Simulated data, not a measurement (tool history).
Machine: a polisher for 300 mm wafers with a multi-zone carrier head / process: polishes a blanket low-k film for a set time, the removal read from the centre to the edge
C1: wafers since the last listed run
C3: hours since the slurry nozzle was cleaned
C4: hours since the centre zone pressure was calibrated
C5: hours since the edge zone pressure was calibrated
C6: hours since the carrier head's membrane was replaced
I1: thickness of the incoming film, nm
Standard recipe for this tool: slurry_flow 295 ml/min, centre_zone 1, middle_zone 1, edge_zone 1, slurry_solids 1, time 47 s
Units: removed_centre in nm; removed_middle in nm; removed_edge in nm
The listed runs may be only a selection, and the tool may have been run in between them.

Run 1, hour 0: usual settings but time 41 s; C1 0; wafers polished on this pad 2124; C3 275.5; C4 1032.9; C5 128.3; C6 341.6; I1 457.4. Result: removed_centre 10.9 nm, removed_middle 11.9 nm, removed_edge 12.4 nm.
Run 2, hour 32: usual settings but slurry_flow 350 ml/min, centre_zone 1.05, middle_zone 1.06, slurry_solids 0.7; C1 309; wafers polished on this pad 2433; C3 307.5; C4 1064.9; C5 160.3; C6 373.6; I1 460. Result: removed_centre 11.1 nm, removed_middle 12 nm, removed_edge 11.7 nm.
Run 3, hour 92.3: usual settings but centre_zone 1.07, middle_zone 0.93; C1 583; wafers polished on this pad 3017; C3 367.8; C4 1125.2; C5 220.6; C6 433.9; I1 464.6. Result: removed_centre 12.5 nm, removed_middle 12.2 nm, removed_edge 13.5 nm.
Run 4, hour 154.8: usual settings but centre_zone 1.1, middle_zone 0.91, slurry_solids 0.8; C1 604; wafers polished on this pad 3622; C3 430.3; C4 1187.7; C5 283.1; C6 496.4; I1 462.3. Result: removed_centre 11.3 nm, removed_middle 10.6 nm, removed_edge 12.2 nm.
Run 5, hour 206.6: usual settings but centre_zone 1.12, middle_zone 0.9, edge_zone 1.1; C1 501; wafers polished on this pad 4123; C3 482.1; C4 1239.5; C5 334.9; C6 548.2; I1 449.4. Result: removed_centre 12.5 nm, removed_middle 11.7 nm, removed_edge 13.5 nm.
At hour 221.8: worn pad replaced by a new one.
At hour 225.2: slurry nozzle cleaned.
Run 6, hour 230.7: usual settings; C1 184; wafers polished on this pad 76; C3 5.5; C4 1263.6; C5 359; C6 572.3; I1 461.7. Result: removed_centre 12.7 nm, removed_middle 14 nm, removed_edge 14.6 nm.
At hour 265.5: centre zone pressure recalibrated.
At hour 268.6: edge zone pressure recalibrated.
Run 7, hour 301.2: usual settings but slurry_flow 365 ml/min; C1 643; wafers polished on this pad 720; C3 76; C4 35.7; C5 32.6; C6 642.8; I1 454.7. Result: removed_centre 14.2 nm, removed_middle 14 nm, removed_edge 14.5 nm.
Run 8, hour 379.8: usual settings but centre_zone 1.1, middle_zone 0.91, slurry_solids 0.8; C1 760; wafers polished on this pad 1480; C3 154.6; C4 114.3; C5 111.2; C6 721.4; I1 467.1. Result: removed_centre 13.6 nm, removed_middle 10.9 nm, removed_edge 12.7 nm.
Run 9, hour 418.3: usual settings but slurry_flow 205 ml/min, middle_zone 0.92, slurry_solids 0.7; C1 372; wafers polished on this pad 1853; C3 193.1; C4 152.8; C5 149.7; C6 759.9; I1 463.7. Result: removed_centre 10.7 nm, removed_middle 10 nm, removed_edge 11.2 nm.
Run 10, hour 449.5: usual settings but slurry_flow 265 ml/min, centre_zone 1.09, edge_zone 1.08, slurry_solids 0.85; C1 301; wafers polished on this pad 2155; C3 224.3; C4 184; C5 180.9; C6 791.1; I1 460.1. Result: removed_centre 12.9 nm, removed_middle 11.9 nm, removed_edge 12.9 nm.
Run 11, hour 554.9: usual settings but slurry_flow 215 ml/min, centre_zone 1.06, slurry_solids 1.2; C1 1019; wafers polished on this pad 3175; C3 329.7; C4 289.4; C5 286.3; C6 896.5; I1 457.2. Result: removed_centre 13.9 nm, removed_middle 12.8 nm, removed_edge 13.7 nm.
Run 12, hour 591.8: usual settings but edge_zone 0.97, slurry_solids 1.15; C1 357; wafers polished on this pad 3532; C3 366.6; C4 326.3; C5 323.2; C6 933.4; I1 457.2. Result: removed_centre 13 nm, removed_middle 13.2 nm, removed_edge 13.3 nm.
Run 13, hour 618.4: usual settings but slurry_flow 255 ml/min, centre_zone 1.06, slurry_solids 1.25, time 42 s; C1 257; wafers polished on this pad 3789; C3 393.2; C4 352.9; C5 349.8; C6 960; I1 452.8. Result: removed_centre 12.2 nm, removed_middle 11.8 nm, removed_edge 12.4 nm.
At hour 647.7: edge zone pressure recalibrated.
Run 14, hour 663.9: usual settings but middle_zone 0.95; C1 420; wafers polished on this pad 4210; C3 438.7; C4 398.4; C5 16.2; C6 1005.5; I1 456.6. Result: removed_centre 11.9 nm, removed_middle 11.6 nm, removed_edge 12.5 nm.
At hour 688.9: worn pad replaced by a new one.
Run 15, hour 712.8: usual settings but middle_zone 0.91, slurry_solids 1.2; C1 434; wafers polished on this pad 231; C3 487.6; C4 447.3; C5 65.1; C6 1054.4; I1 469.9. Result: removed_centre 15 nm, removed_middle 14 nm, removed_edge 15.9 nm.
Run 16, hour 769.4: usual settings but slurry_flow 320 ml/min, edge_zone 1.09; C1 547; wafers polished on this pad 779; C3 544.2; C4 503.9; C5 121.7; C6 1111; I1 456. Result: removed_centre 13.9 nm, removed_middle 13.8 nm, removed_edge 15.2 nm.
At hour 790.2: slurry nozzle cleaned.
Run 17, hour 828.4: usual settings; C1 561; wafers polished on this pad 1340; C3 38.2; C4 562.9; C5 180.7; C6 1170; I1 457.1. Result: removed_centre 13.4 nm, removed_middle 13.7 nm, removed_edge 14.1 nm.
Run 18, hour 882.3: usual settings but centre_zone 1.09, slurry_solids 0.85; C1 521; wafers polished on this pad 1861; C3 92.1; C4 616.8; C5 234.6; C6 1223.9; I1 458.2. Result: removed_centre 12.9 nm, removed_middle 12.3 nm, removed_edge 12.8 nm.
Run 19, hour 929.2: usual settings but slurry_flow 380 ml/min, time 33 s; C1 453; wafers polished on this pad 2315; C3 139; C4 663.7; C5 281.5; C6 1270.8; I1 463.1. Result: removed_centre 9.2 nm, removed_middle 9.6 nm, removed_edge 9.7 nm.
Run 20, hour 959: usual settings but slurry_flow 345 ml/min, centre_zone 1.08, middle_zone 0.94, edge_zone 0.95; C1 288; wafers polished on this pad 2604; C3 168.8; C4 693.5; C5 311.3; C6 1300.6; I1 453.8. Result: removed_centre 13.5 nm, removed_middle 12.7 nm, removed_edge 13.2 nm.
At hour 1020.9: edge zone pressure recalibrated.
Run 21, hour 1021.8: usual settings but slurry_flow 235 ml/min, centre_zone 0.91, edge_zone 1.04, time 51 s; C1 588; wafers polished on this pad 3192; C3 231.6; C4 756.3; C5 0.9; C6 1363.4; I1 450. Result: removed_centre 11.6 nm, removed_middle 13.4 nm, removed_edge 14.2 nm.
Run 22, hour 1065.9: usual settings but edge_zone 1.08; C1 426; wafers polished on this pad 3619; C3 275.7; C4 800.4; C5 45; C6 1407.5; I1 457.9. Result: removed_centre 11.9 nm, removed_middle 12.4 nm, removed_edge 13.5 nm.

Forecast each of these 4 alternatives for the next run:
Run A, hour 1066.3: usual settings but slurry_flow 210 ml/min; C1 3; wafers polished on this pad 3622; C3 276.1; C4 800.8; C5 45.4; C6 1407.9; I1 465.2. Result: removed_centre ?, removed_middle ?, removed_edge ?.
Run B, hour 1066.3: usual settings but slurry_flow 350 ml/min, centre_zone 1.09; C1 3; wafers polished on this pad 3622; C3 276.1; C4 800.8; C5 45.4; C6 1407.9; I1 465.2. Result: removed_centre ?, removed_middle ?, removed_edge ?.
Run C, hour 1066.3: usual settings but centre_zone 0.95, middle_zone 0.95; C1 3; wafers polished on this pad 3622; C3 276.1; C4 800.8; C5 45.4; C6 1407.9; I1 465.2. Result: removed_centre ?, removed_middle ?, removed_edge ?.
Run D, hour 1066.3: usual settings but middle_zone 0.96; C1 3; wafers polished on this pad 3622; C3 276.1; C4 800.8; C5 45.4; C6 1407.9; I1 465.2. Result: removed_centre ?, removed_middle ?, removed_edge ?.

run  removed_centre  removed_middle  removed_edge
  A            11.5            12.2          12.7
  B            13.3            12.9          13.3
  C            11.4            12.2          13.1
  D              12            12.3          13.1
Without the tool's unlogged condition, the same runs would have read:
run  removed_centre  removed_middle  removed_edge
  A            14.2            14.2          14.8
  B            16.4              15          15.4
  C            14.1            14.1          15.2
  D            14.8            14.3          15.2
